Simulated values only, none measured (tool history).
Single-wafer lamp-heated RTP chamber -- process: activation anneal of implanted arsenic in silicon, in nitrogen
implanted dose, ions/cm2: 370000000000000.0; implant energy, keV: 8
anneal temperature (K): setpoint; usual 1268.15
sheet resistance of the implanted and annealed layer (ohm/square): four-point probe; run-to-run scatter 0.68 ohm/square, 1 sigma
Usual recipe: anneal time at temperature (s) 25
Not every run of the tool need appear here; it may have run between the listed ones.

run	day	anneal temperature (K)	anneal time at temperature (s)	read-back reference wafer on the same gauge, sheet resistance	sheet resistance of the implanted and annealed layer (ohm/square)
1	0	1252.15	25	328.89	277.84
# day 0.971: pyrometer window cleaned and pyrometer calibrated
2	1.675	1287.15	25	328.8	271.26
3	3.6	1282.15	25	329.14	272.28
4	6.2	1282.15	25	328.9	271.75
5	9.821	1282.15	25	329.11	271.44
6	12.758	1259.15	13	328.96	284.7
7	15.458	1259.15	13	329.05	284.24
8	18.654	1268.15	25	329.04	274.14
# day 22.133: pyrometer window cleaned and pyrometer calibrated
# day 27.717: reflector plate cleaned
9	29.088	1268.15	25	329.1	275.34
10	33.096	1268.15	25	328.9	276.75
11	36.829	1268.15	25	328.93	274.79
12	39.296	1268.15	25	329.2	275.66
13	42.838	1268.15	25	328.78	274.74
14	44.35	1268.15	25	328.93	273.98
# day 44.975: pyrometer window cleaned and pyrometer calibrated
15	47.454	1268.15	25	329.15	277.46
16	51.275	1268.15	25	328.89	276.61
17	53.625	1268.15	25	329.22	275.59
18	56.883	1268.15	25	328.85	274.14
19	58.612	1268.15	25	329.15	275.67
# day 59.908: reflector plate cleaned
20	60.521	1253.15	25	329.06	279.46
# day 61.729: gauge calibrated
21	64.525	1268.15	39	328.9	268.8
# day 66.062: pyrometer window cleaned and pyrometer calibrated
22	67.367	1278.15	17	328.79	279.69
23	79.979	1279.15	33	329.09	267.8
24	82.112	1287.15	13	329.19	277.33
25	85.158	1268.15	25	328.87	274.41
26	86.933	1268.15	16	329.15	280.06
# day 87.55: reflector plate cleaned
27	89.088	1256.15	14	328.79	283.41
# day 91.492: pyrometer window cleaned and pyrometer calibrated
28	92.008	1283.15	11	328.84	283.24
29	104.638	1268.15	14	328.92	282.29
30	107.625	1297.15	25	329.21	266.01
31	110.671	1295.15	25	328.89	266.6
# day 113.388: pyrometer window cleaned and pyrometer calibrated
32	114.454	1244.15	21	329.15	284.65
33	117.438	1243.15	14	329.34	288.86

Hidden state, per run?
wafer temperature error from the tarnished reflector plate, K: 0 in every run
gauge reads high (%): 0 in every run
H1: true wafer temperature minus pyrometer reading, K
run	H1
1	13.6
2	0.776
3	1.76
4	3.09
5	4.94
6	6.44
7	7.82
8	9.45
9	3.56
10	5.61
11	7.51
12	8.77
13	10.6
14	11.4
15	1.27
16	3.22
17	4.42
18	6.09
19	6.97
20	7.94
21	9.99
22	1.39
23	7.83
24	8.92
25	10.5
26	11.4
27	12.5
28	0.361
29	6.81
30	8.34
31	9.9
32	1.37
33	2.9

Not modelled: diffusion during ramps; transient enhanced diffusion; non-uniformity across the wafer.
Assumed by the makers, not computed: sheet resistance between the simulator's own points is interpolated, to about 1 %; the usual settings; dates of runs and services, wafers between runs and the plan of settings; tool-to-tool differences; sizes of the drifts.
